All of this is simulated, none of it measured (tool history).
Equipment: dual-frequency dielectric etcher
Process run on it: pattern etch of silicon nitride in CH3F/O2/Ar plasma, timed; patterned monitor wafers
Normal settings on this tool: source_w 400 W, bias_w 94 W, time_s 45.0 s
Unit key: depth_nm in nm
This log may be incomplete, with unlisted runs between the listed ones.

run   hour  source_w  bias_w  time_s  read-back reference wafer on the same gauge, depth_nm  depth_nm
  1    0.0       400      94    45.0                                                  33.60     35.21
  2   35.0       400      94    45.0                                                  33.61     35.29
  3   48.2       400      94    45.0                                                  33.61     35.49
  4   63.0       440     108    45.0                                                  33.61     38.50
  5   83.1       440     108    45.0                                                  33.61     38.59
  6  108.5       440     108    45.0                                                  33.64     38.70
  7  126.6       400      94    45.0                                                  33.60     35.82
  8  147.7       400      94    45.0                                                  33.61     35.80
  9  165.7       400      94    45.0                                                  33.57     35.69
 10  183.5       400      94    45.0                                                  33.60     35.85
 11  200.0       400      94    41.5                                                  33.60     33.04
 12  235.8       400      94    36.0                                                  33.58     28.74
 13  253.7       400      94    45.0                                                  33.60     35.77
 14  288.8       440     114    35.0                                                  33.61     30.98
 15  320.5       310      81    50.0                                                  33.62     33.98
     336.3  -- source power generator calibrated
 16  341.9       400      94    45.0                                                  33.62     36.20
     369.8  -- upper electrode replaced
 17  370.3       400      94    45.0                                                  33.63     36.25
     379.6  -- bias power generator calibrated
     417.6  -- wet clean of the chamber
 18  418.1       500      83    49.5                                                  33.62     41.71
     461.7  -- gauge calibrated
 19  477.8       370      82    45.0                                                  33.59     32.86
 20  502.7       400      94    36.5                                                  33.58     28.72
 21  579.4       400     106    54.5                                                  33.58     44.54
 22  602.8       400      71    45.0                                                  33.60     33.47

What was the tool's hidden state at every run in the log?
source power that arrives over what is set, %: 0, the same for each run
bias power that arrives over what is set, %: 0, the same for each run
gauge reads high (%): 0, the same for each run
H1: etch rate over this chamber's usual, %
run       H1
  1  -0.0525
  2    0.215
  3    0.315
  4    0.428
  5    0.582
  6    0.775
  7    0.913
  8     1.07
  9     1.21
 10     1.35
 11     1.47
 12     1.75
 13     1.88
 14     2.15
 15     2.39
 16     2.56
 17     2.77
 18   -0.115
 19    0.341
 20    0.531
 21     1.12
 22     1.29
